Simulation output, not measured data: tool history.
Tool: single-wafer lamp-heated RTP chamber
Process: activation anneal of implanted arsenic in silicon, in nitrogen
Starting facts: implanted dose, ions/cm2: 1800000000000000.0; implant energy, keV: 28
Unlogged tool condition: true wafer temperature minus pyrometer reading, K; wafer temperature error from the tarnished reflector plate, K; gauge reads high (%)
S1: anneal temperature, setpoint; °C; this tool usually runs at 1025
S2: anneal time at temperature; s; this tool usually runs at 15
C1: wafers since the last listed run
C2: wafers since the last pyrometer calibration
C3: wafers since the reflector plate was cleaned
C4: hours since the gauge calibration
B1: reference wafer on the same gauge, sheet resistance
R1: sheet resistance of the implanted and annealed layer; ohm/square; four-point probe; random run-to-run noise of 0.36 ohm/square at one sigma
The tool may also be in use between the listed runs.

run,hour,S1,S2,C1,C2,C3,C4,B1,R1
1,0,1008,18,0,964,4538,325.7,91.12,91.89
2,30.5,1008,18,710,1674,5249,356.2,91.17,92.19
3,59.6,1008,18,677,2352,5927,385.3,91.07,91.55
# hour 117.4: pyrometer window cleaned and pyrometer calibrated
# hour 124: reflector plate cleaned
4,127.7,1012,21,1244,85,85,453.4,91.19,86.5
5,169.3,1012,21,968,1054,1054,495,91.04,86.24
6,194.8,1012,21,593,1648,1648,520.5,90.96,86.15
7,234.7,1042,15,929,2577,2577,560.4,90.99,81.08
# hour 246.6: pyrometer window cleaned and pyrometer calibrated, repeated, since the last time left the tool worse
8,280.7,1025,13,885,794,3463,606.4,91.2,91.12

What does the tool deliver on the next run?
# hour 310.5: gauge calibrated
9,340.3,1054,15,1388,2182,4851,29.8,?,?

B1: 91.15
R1: 81.4 ohm/square
Take away the tool's hidden state, keep the run-to-run variation as it was, and the same run would have given R1 82.04 ohm/square.
